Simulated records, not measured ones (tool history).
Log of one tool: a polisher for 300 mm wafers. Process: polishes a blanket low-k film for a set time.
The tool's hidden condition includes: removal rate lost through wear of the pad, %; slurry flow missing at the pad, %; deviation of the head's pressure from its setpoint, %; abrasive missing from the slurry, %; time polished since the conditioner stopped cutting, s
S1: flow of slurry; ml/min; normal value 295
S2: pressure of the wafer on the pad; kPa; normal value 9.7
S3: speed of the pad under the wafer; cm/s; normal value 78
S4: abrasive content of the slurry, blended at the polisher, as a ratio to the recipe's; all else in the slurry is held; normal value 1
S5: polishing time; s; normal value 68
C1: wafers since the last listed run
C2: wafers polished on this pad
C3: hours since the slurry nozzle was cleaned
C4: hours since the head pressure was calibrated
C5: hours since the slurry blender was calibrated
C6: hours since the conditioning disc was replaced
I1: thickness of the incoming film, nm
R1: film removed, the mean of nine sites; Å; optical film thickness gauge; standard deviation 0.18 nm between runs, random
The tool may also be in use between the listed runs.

Run 1, hour 0: usual settings; C1 0; C2 2090; C3 699.1; C4 318; C5 184.2; C6 96.4; I1 301.8. Result: R1 151 Å.
At hour 16.9: head pressure recalibrated.
At hour 24.2: worn pad replaced by a new one.
At hour 24.8: slurry nozzle cleaned.
Run 2, hour 35.4: usual settings but S3 58 cm/s, S4 0.9; C1 254; C2 93; C3 10.6; C4 18.5; C5 219.6; C6 131.8; I1 295.1. Result: R1 119 Å.
Run 3, hour 57.7: usual settings but S3 92 cm/s; C1 197; C2 290; C3 32.9; C4 40.8; C5 241.9; C6 154.1; I1 295.3. Result: R1 182 Å.
At hour 75.1: slurry blender recalibrated.
Run 4, hour 85: usual settings; C1 223; C2 514; C3 60.2; C4 68.1; C5 9.9; C6 181.4; I1 305.1. Result: R1 161 Å.
Run 5, hour 99.1: usual settings but S1 395 ml/min, S4 1.1; C1 124; C2 639; C3 74.3; C4 82.2; C5 24; C6 195.5; I1 301.9. Result: R1 169 Å.
At hour 122.5: conditioning disc replaced and pad reconditioned.
Run 6, hour 128.5: usual settings but S1 225 ml/min; C1 242; C2 881; C3 103.7; C4 111.6; C5 53.4; C6 6; I1 299.3. Result: R1 154 Å.
Run 7, hour 162.8: usual settings but S2 12.4 kPa, S4 1.1; C1 303; C2 1184; C3 138; C4 145.9; C5 87.7; C6 40.3; I1 297.8. Result: R1 198 Å.
Run 8, hour 189.7: usual settings but S2 12.4 kPa, S4 0.85, S5 59 s; C1 237; C2 1422; C3 164.9; C4 172.8; C5 114.6; C6 67.2; I1 296.8. Result: R1 153 Å.
Run 9, hour 219.9: usual settings but S4 0.85; C1 266; C2 1689; C3 195.1; C4 203; C5 144.8; C6 97.4; I1 299.1. Result: R1 149 Å.
At hour 229.1: worn pad replaced by a new one.
Run 10, hour 242.3: usual settings but S1 210 ml/min, S2 8.3 kPa, S4 0.75; C1 162; C2 116; C3 217.5; C4 225.4; C5 167.2; C6 119.8; I1 296.2. Result: R1 127 Å.
Run 11, hour 270.8: usual settings but S4 1.25; C1 251; C2 368; C3 246; C4 253.9; C5 195.7; C6 148.3; I1 303.7. Result: R1 172 Å.
Run 12, hour 292.5: usual settings but S1 235 ml/min, S3 58 cm/s, S4 0.7, S5 86 s; C1 191; C2 560; C3 267.7; C4 275.6; C5 217.4; C6 170; I1 300.7. Result: R1 136 Å.
At hour 307.2: slurry blender recalibrated.
At hour 358.8: conditioning disc replaced and pad reconditioned.
Run 13, hour 392.9: usual settings; C1 852; C2 1412; C3 368.1; C4 376; C5 85.7; C6 34.1; I1 295.1. Result: R1 160 Å.
At hour 406.9: head pressure recalibrated.
Run 14, hour 407.4: usual settings but S3 68 cm/s, S4 1.25; C1 110; C2 1523; C3 382.6; C4 0.5; C5 100.2; C6 48.6; I1 296.2. Result: R1 155 Å.
Run 15, hour 437.6: usual settings; C1 266; C2 1789; C3 412.8; C4 30.7; C5 130.4; C6 78.8; I1 296.2. Result: R1 157 Å.
Run 16, hour 453.9: usual settings; C1 144; C2 1934; C3 429.1; C4 47; C5 146.7; C6 95.1; I1 305.5. Result: R1 158 Å.
At hour 468.8: worn pad replaced by a new one.
Run 17, hour 481.7: usual settings but S1 365 ml/min, S3 100 cm/s, S4 0.75; C1 210; C2 113; C3 456.9; C4 74.8; C5 174.5; C6 122.9; I1 297.7. Result: R1 178 Å.
Run 18, hour 513.9: usual settings but S4 1.2, S5 81 s; C1 284; C2 398; C3 489.1; C4 107; C5 206.7; C6 155.1; I1 299.1. Result: R1 198 Å.
Run 19, hour 529.4: usual settings; C1 137; C2 535; C3 504.6; C4 122.5; C5 222.2; C6 170.6; I1 298.8. Result: R1 157 Å.
At hour 539.2: slurry blender recalibrated.
Run 20, hour 543.2: usual settings but S1 210 ml/min, S2 7.6 kPa, S3 62 cm/s, S5 55 s; C1 104; C2 639; C3 518.4; C4 136.3; C5 4; C6 184.4; I1 299.9. Result: R1 85 Å.
At hour 567.8: conditioning disc replaced and pad reconditioned.
Run 21, hour 568.3: usual settings but S4 1.15, S5 91 s; C1 204; C2 843; C3 543.5; C4 161.4; C5 29.1; C6 0.5; I1 296.8. Result: R1 222 Å.
Run 22, hour 580.3: usual settings but S3 70 cm/s, S4 1.1; C1 106; C2 949; C3 555.5; C4 173.4; C5 41.1; C6 12.5; I1 298.5. Result: R1 147 Å.
Run 23, hour 611.6: usual settings but S1 385 ml/min, S2 6.2 kPa, S4 1.2; C1 276; C2 1226; C3 586.8; C4 204.7; C5 72.4; C6 43.8; I1 304.3. Result: R1 131 Å.
Run 24, hour 647.2: usual settings; C1 314; C2 1541; C3 622.4; C4 240.3; C5 108; C6 79.4; I1 301.3. Result: R1 157 Å.
Run 25, hour 667.5: usual settings but S2 11 kPa, S4 0.85, S5 80 s; C1 179; C2 1720; C3 642.7; C4 260.6; C5 128.3; C6 99.7; I1 298. Result: R1 190 Å.

A few steps of R1 between consecutive runs. Split each: what settings, incoming material and random variation would produce without the hidden state, and what is left over for the hidden state, along with gauge scatter present in only one of the two compared results (measured, and without hidden state):
Run 1 -> 2: S3 78 -> 58, S4 1 -> 0.9, head pressure recalibrated, worn pad replaced by a new one, slurry nozzle cleaned. R1 -32 Å: hidden state +8, all else -40.
Run 20 -> 21: S1 210 -> 295, S2 7.6 -> 9.7, S3 62 -> 78, S4 1 -> 1.15, S5 55 -> 91, conditioning disc replaced and pad reconditioned. R1 +137 Å: hidden state -3, all else +140.
Run 21 -> 22: S3 78 -> 70, S4 1.15 -> 1.1, S5 91 -> 68. R1 -75 Å: hidden state +2, all else -77.

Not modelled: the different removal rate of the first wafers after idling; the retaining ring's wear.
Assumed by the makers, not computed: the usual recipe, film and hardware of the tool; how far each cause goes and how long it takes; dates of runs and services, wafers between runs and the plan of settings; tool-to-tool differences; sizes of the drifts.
